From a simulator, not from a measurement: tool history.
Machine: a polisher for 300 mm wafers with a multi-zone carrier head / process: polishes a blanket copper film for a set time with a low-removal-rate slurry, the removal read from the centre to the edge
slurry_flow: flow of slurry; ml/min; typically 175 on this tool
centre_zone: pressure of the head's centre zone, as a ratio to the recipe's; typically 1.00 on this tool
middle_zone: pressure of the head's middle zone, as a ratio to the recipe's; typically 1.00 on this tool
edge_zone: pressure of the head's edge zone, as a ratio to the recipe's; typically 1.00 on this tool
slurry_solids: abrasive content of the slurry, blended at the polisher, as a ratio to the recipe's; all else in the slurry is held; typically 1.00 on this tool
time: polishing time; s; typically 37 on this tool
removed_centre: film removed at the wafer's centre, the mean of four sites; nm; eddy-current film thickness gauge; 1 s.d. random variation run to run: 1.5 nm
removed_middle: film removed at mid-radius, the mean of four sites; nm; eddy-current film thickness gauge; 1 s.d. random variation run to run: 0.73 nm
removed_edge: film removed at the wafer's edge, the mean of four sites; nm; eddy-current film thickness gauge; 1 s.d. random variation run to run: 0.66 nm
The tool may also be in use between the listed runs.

| run | day | slurry_flow | centre_zone | middle_zone | edge_zone | slurry_solids | time | incoming thickness of the incoming film, nm | removed_centre | removed_middle | removed_edge |
|---|---|---|---|---|---|---|---|---|---|---|---|
| 1 | 0.000 | 215 | 1.00 | 1.00 | 1.00 | 1.00 | 37 | 967.1 | 112.5 | 109.7 | 108.4 |
| 2 | 0.646 | 175 | 1.00 | 1.00 | 1.00 | 1.00 | 37 | 953.9 | 104.6 | 106.0 | 106.3 |
| 3 | 1.038 | 175 | 1.00 | 1.00 | 1.00 | 1.00 | 37 | 953.8 | 105.6 | 105.9 | 106.7 |
| 4 | 1.638 | 175 | 1.00 | 1.00 | 1.00 | 1.00 | 37 | 956.7 | 101.4 | 105.8 | 105.3 |
|  | 2.038 | worn pad replaced by a new one |
| 5 | 2.275 | 175 | 1.00 | 1.00 | 1.00 | 1.05 | 29 | 970.9 | 81.8 | 83.5 | 85.0 |
| 6 | 2.950 | 175 | 1.00 | 1.00 | 1.00 | 1.05 | 29 | 964.3 | 83.2 | 82.4 | 84.4 |
|  | 3.188 | edge zone pressure recalibrated |
|  | 3.412 | carrier head's membrane replaced by a new one |
| 7 | 3.462 | 175 | 1.00 | 1.00 | 1.00 | 1.05 | 29 | 964.2 | 82.1 | 82.6 | 83.4 |
| 8 | 4.038 | 175 | 1.00 | 1.00 | 1.00 | 1.00 | 37 | 969.7 | 102.6 | 104.9 | 105.4 |
| 9 | 4.558 | 175 | 1.00 | 1.00 | 1.09 | 1.00 | 37 | 953.4 | 101.4 | 103.6 | 110.1 |
|  | 5.321 | worn pad replaced by a new one |
| 10 | 5.342 | 175 | 1.00 | 1.00 | 1.00 | 0.70 | 37 | 947.8 | 89.7 | 90.6 | 92.2 |
| 11 | 5.650 | 175 | 0.94 | 1.00 | 0.95 | 1.00 | 44 | 960.0 | 114.3 | 121.1 | 121.7 |
| 12 | 6.050 | 175 | 0.89 | 1.09 | 1.06 | 1.00 | 37 | 954.7 | 92.7 | 112.4 | 107.8 |
| 13 | 6.567 | 175 | 1.00 | 1.00 | 1.00 | 1.00 | 37 | 969.0 | 105.0 | 102.3 | 105.3 |
| 14 | 7.312 | 215 | 1.00 | 1.00 | 1.00 | 1.00 | 37 | 964.7 | 104.6 | 105.8 | 107.6 |
| 15 | 7.571 | 215 | 1.00 | 1.00 | 1.00 | 1.00 | 37 | 951.3 | 105.8 | 106.7 | 107.3 |
|  | 7.758 | slurry nozzle cleaned |
|  | 8.304 | centre zone pressure recalibrated |
| 16 | 8.325 | 140 | 1.00 | 1.08 | 1.00 | 1.00 | 37 | 962.1 | 108.2 | 113.1 | 107.3 |
|  | 9.000 | worn pad replaced by a new one |
| 17 | 9.021 | 175 | 1.06 | 1.00 | 1.00 | 0.90 | 28 | 976.0 | 86.4 | 81.8 | 81.2 |
| 18 | 9.596 | 175 | 1.05 | 1.00 | 1.04 | 1.00 | 49 | 966.6 | 153.1 | 146.7 | 146.6 |
| 19 | 9.888 | 175 | 1.00 | 1.00 | 1.00 | 1.00 | 32 | 958.3 | 97.6 | 94.0 | 95.3 |
| 20 | 10.629 | 175 | 1.05 | 1.00 | 1.04 | 1.00 | 49 | 964.3 | 152.8 | 145.4 | 147.3 |
| 21 | 11.267 | 175 | 1.00 | 1.00 | 1.00 | 1.00 | 37 | 961.9 | 110.3 | 110.5 | 109.2 |
| 22 | 11.529 | 175 | 1.00 | 1.05 | 0.93 | 1.00 | 43 | 954.5 | 126.2 | 133.1 | 123.7 |

Branching from run 22: 4 alternative next runs. What would each branch give?
| A | 11.546 | 175 | 1.00 | 1.07 | 1.00 | 1.00 | 37 | 955.7 | ? | ? | ? |
| B | 11.546 | 175 | 1.00 | 1.00 | 1.00 | 1.00 | 26 | 955.7 | ? | ? | ? |
| C | 11.546 | 155 | 0.89 | 1.11 | 1.00 | 1.20 | 37 | 955.7 | ? | ? | ? |
| D | 11.546 | 175 | 0.97 | 1.00 | 1.00 | 1.00 | 37 | 955.7 | ? | ? | ? |

| run | removed_centre | removed_middle | removed_edge |
|---|---|---|---|
| A | 110.5 | 116.3 | 108.7 |
| B | 77.6 | 77.2 | 76.5 |
| C | 102.0 | 124.9 | 113.7 |
| D | 107.1 | 109.9 | 108.8 |
Take away the tool's hidden state, keep each run's random variation, and the runs would have read:
| run | removed_centre | removed_middle | removed_edge |
|---|---|---|---|
| A | 112.0 | 117.7 | 109.7 |
| B | 78.7 | 78.2 | 77.1 |
| C | 103.6 | 126.6 | 114.8 |
| D | 108.6 | 111.2 | 109.8 |
